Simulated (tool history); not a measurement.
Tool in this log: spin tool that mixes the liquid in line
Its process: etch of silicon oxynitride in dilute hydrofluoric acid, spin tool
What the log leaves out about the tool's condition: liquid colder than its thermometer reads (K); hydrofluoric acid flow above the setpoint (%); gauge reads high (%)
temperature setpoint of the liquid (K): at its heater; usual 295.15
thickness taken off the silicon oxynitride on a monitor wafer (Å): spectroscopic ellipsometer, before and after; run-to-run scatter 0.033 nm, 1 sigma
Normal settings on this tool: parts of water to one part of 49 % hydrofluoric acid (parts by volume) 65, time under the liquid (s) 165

run	hour	temperature setpoint of the liquid (K)	parts of water to one part of 49 % hydrofluoric acid (parts by volume)	time under the liquid (s)	wafers since the last listed run	hours since the thermometer was replaced	hours since the hydrofluoric acid flow meter was replaced	hours since the gauge calibration	read-back film thickness of the silicon oxynitride reference wafer, read on the same gauge (nm)	thickness taken off the silicon oxynitride on a monitor wafer (Å)
1	0.0	295.15	65	165	0	2403.2	343.0	16.6	50.01	94.3
2	35.9	295.15	65	165	333	2439.1	378.9	52.5	50.01	95.4
3	49.1	295.15	65	165	122	2452.3	392.1	65.7	49.97	95.5
4	58.2	295.15	65	165	84	2461.4	401.2	74.8	49.99	95.2
5	67.9	295.15	65	165	90	2471.1	410.9	84.5	50.01	95.3
6	82.5	293.15	65	165	135	2485.7	425.5	99.1	50.00	86.5
7	96.7	293.15	65	165	131	2499.9	439.7	113.3	50.01	87.1
8	103.9	293.15	65	165	66	2507.1	446.9	120.5	49.99	87.7
9	120.0	295.15	65	135	149	2523.2	463.0	136.6	50.00	78.5
10	126.3	295.15	65	195	58	2529.5	469.3	142.9	50.02	113.0
11	132.6	295.15	65	165	58	2535.8	475.6	149.2	49.98	96.3
# hour 137.7: thermometer replaced
# hour 141.2: hydrofluoric acid flow meter replaced
# hour 143.0: gauge calibrated
12	147.6	299.15	85	135	120	9.9	6.4	4.6	49.98	75.2
13	153.9	295.15	65	165	58	16.2	12.7	10.9	49.99	100.6
14	165.9	299.15	85	135	111	28.2	24.7	22.9	49.99	75.0
15	179.0	291.65	90	205	121	41.3	37.8	36.0	49.98	74.6
# hour 185.5: hydrofluoric acid flow meter replaced, repeated, since the last time left the tool worse
16	191.1	293.15	50	240	103	53.4	5.6	48.1	49.99	155.6
17	205.7	295.15	45	225	135	68.0	20.2	62.7	50.01	178.4
18	213.7	291.65	90	205	74	76.0	28.2	70.7	49.99	66.2
19	222.7	292.65	85	90	83	85.0	37.2	79.7	49.99	32.5
20	238.1	291.65	40	165	142	100.4	52.6	95.1	50.00	124.2
21	249.7	297.15	40	90	107	112.0	64.2	106.7	50.00	89.2

Each row is a separate what-if for the run after 21, all from the same tool condition, not one after another. Results?
A	250.2	295.15	65	110	4	112.5	64.7	107.2	?	?
B	250.2	295.15	90	215	4	112.5	64.7	107.2	?	?
C	250.2	292.65	65	165	4	112.5	64.7	107.2	?	?
D	250.2	295.15	75	165	4	112.5	64.7	107.2	?	?

run	read-back film thickness of the silicon oxynitride reference wafer, read on the same gauge (nm)	thickness taken off the silicon oxynitride on a monitor wafer (Å)
A	50.02	60.2
B	50.02	83.3
C	50.02	79.7
D	50.02	77.6
The same runs, with their run-to-run variation unchanged, on a tool lacking any hidden condition would have given:
run	thickness taken off the silicon oxynitride on a monitor wafer (Å)
A	59.3
B	82.1
C	78.6
D	76.5
